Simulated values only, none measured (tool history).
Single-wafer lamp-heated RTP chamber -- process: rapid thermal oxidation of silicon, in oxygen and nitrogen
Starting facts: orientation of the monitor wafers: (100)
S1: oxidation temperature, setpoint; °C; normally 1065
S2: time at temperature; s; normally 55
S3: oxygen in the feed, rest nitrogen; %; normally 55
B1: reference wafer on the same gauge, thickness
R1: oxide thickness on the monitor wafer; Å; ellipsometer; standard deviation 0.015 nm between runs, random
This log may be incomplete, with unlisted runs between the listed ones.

run   hour    S1  S2  S3     B1     R1
  1      0  1052  55  55  7.207  65.16
  2      7  1065  55  55  7.211  70.75
  3   21.8  1065  55  55   7.21  71.04
  4   32.4  1065  55  55  7.213  70.71
  5   40.9  1065  55  71  7.208  77.74
  6     54  1065  55  71  7.209  77.31
  7   70.5  1065  71  55   7.21  79.19
  8   76.7  1065  71  55  7.207  79.64
  9   91.1  1065  71  55   7.21  79.75
     106.9  -- oxygen flow controller replaced
 10  107.4  1044  55  55  7.212  61.86
 11  109.2  1065  55  55   7.21  71.03
 12  118.2  1065  71  55  7.211  79.59
     127.1  -- pyrometer window cleaned and pyrometer calibrated
 13  129.9  1037  39  55  7.208  47.61
 14  142.4  1083  55  74   7.21  83.83
     150.1  -- gauge calibrated
 15  156.4  1065  55  79  7.212  76.84
 16  166.4  1065  55  55   7.21  67.38
 17  172.6  1065  55  40   7.21  60.36
 18  180.3  1086  55  55  7.212  77.56
 19  190.9  1085  29  63  7.209  61.56

Alternative continuations, all from the tool just after run 19; predict every row:
  A  191.4  1065  55  55   ?   ?
  B  191.4  1050  48  28   ?   ?
  C  191.4  1065  55  39   ?   ?

run    B1     R1
  A  7.21  68.12
  B  7.21  46.01
  C  7.21  60.34
With no hidden state in the tool, these same runs would have given:
run     R1
  A  66.54
  B  44.96
  C  58.95

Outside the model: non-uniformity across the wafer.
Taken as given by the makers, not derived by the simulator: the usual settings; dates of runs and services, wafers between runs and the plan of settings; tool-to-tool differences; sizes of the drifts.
